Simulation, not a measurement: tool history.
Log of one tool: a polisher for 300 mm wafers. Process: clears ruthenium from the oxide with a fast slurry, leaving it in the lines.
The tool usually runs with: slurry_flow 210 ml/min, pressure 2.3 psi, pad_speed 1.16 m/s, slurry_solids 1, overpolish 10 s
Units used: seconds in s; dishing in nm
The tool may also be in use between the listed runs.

run	hour	slurry_flow	pressure	pad_speed	slurry_solids	overpolish	wafers since the last listed run	wafers polished on this pad	hours since the slurry nozzle was cleaned	hours since the head pressure was calibrated	hours since the slurry blender was calibrated	incoming thickness of the incoming film, nm	seconds	dishing
1	0	210	2	1.16	1	6	0	772	252.5	789.9	185.4	226.6	69.7	16.5
2	79.4	165	2.3	1.16	1	11	858	1630	331.9	869.3	264.8	231.5	62.8	32.1
3	179.3	210	2.3	1.16	1	10	1079	2710	431.8	969.2	364.7	229.7	59.2	29.6
4	258.1	210	2.3	1.16	1	10	851	3561	510.6	1048	443.5	230.1	61.4	29.3
5	305.6	210	2.3	1.16	1	10	513	4075	558.1	1095.5	491	232.7	61.1	29.7
# hour 342.7: slurry nozzle cleaned, repeated, since the last time left the tool worse
6	343.2	210	1.6	1.16	0.7	10	395	4470	0.5	1133.1	528.6	231.9	92	21.1
7	406.1	210	2.3	1.16	1.2	10	679	5150	63.4	1196	591.5	230.7	54.8	34.2
8	476.2	210	2.3	1.16	1	10	757	5908	133.5	1266.1	661.6	228.4	57.6	30.9
# hour 519.8: head pressure recalibrated
# hour 632.6: slurry blender recalibrated
# hour 680.5: worn pad replaced by a new one
9	697.2	210	2.3	1.4	0.9	10	2302	180	354.5	177.4	64.6	231.2	50.1	36.2
10	767	185	1.5	0.96	1.1	10	754	934	424.3	247.2	134.4	226.5	98.4	18.8
11	856.1	210	3	1.16	0.8	10	963	1897	513.4	336.3	223.5	229.5	50.7	36.5
12	948.9	255	1.8	1.16	1	10	1003	2900	606.2	429.1	316.3	228.6	72.6	26.2
13	1000	285	2.3	0.84	0.9	10	552	3453	657.3	480.2	367.4	230.4	81.8	23.2
14	1063.7	210	2.3	1.16	1	10	688	4141	721	543.9	431.1	235.4	59.9	32.8
# hour 1088.8: slurry nozzle cleaned
15	1102.7	210	2.3	1.16	1	10	410	4552	13.9	582.9	470.1	228.1	57.9	30.9
16	1153.4	210	2.3	1.16	1.2	12	547	5100	64.6	633.6	520.8	234.2	55.3	39.1
# hour 1303.4: worn pad replaced by a new one
17	1334.7	260	2.3	0.9	1	10	1916	338	245.9	814.9	702.1	229.8	71.9	25.7
18	1411.4	210	2.3	1.54	1	14	828	1167	322.6	891.6	778.8	232	45.3	53
# hour 1450: slurry blender recalibrated
19	1451	210	2.3	0.82	1	10	406	1573	362.2	931.2	1	229.8	83.7	23.5
20	1507.2	210	3.1	0.8	1	10	607	2181	418.4	987.4	57.2	230.8	64.2	28.9
21	1606.2	210	1.8	1.46	1	8	1070	3251	517.4	1086.4	156.2	229.8	58	26
# hour 1653: head pressure recalibrated
22	1744.9	210	2.3	0.88	1	10	1477	4728	656.1	91.9	294.9	234.5	80.5	24.7

What will run 23 give?
# hour 1832.2: slurry nozzle cleaned
23	1832.7	165	3	1.16	1	12	938	5666	0.5	179.7	382.7	231.8	?	?

{"run 23": {"seconds": 46.2, "dishing": 44.8}}
Had the tool carried no hidden state, the very same run would have given seconds 46.2 s, dishing 44.8 nm.

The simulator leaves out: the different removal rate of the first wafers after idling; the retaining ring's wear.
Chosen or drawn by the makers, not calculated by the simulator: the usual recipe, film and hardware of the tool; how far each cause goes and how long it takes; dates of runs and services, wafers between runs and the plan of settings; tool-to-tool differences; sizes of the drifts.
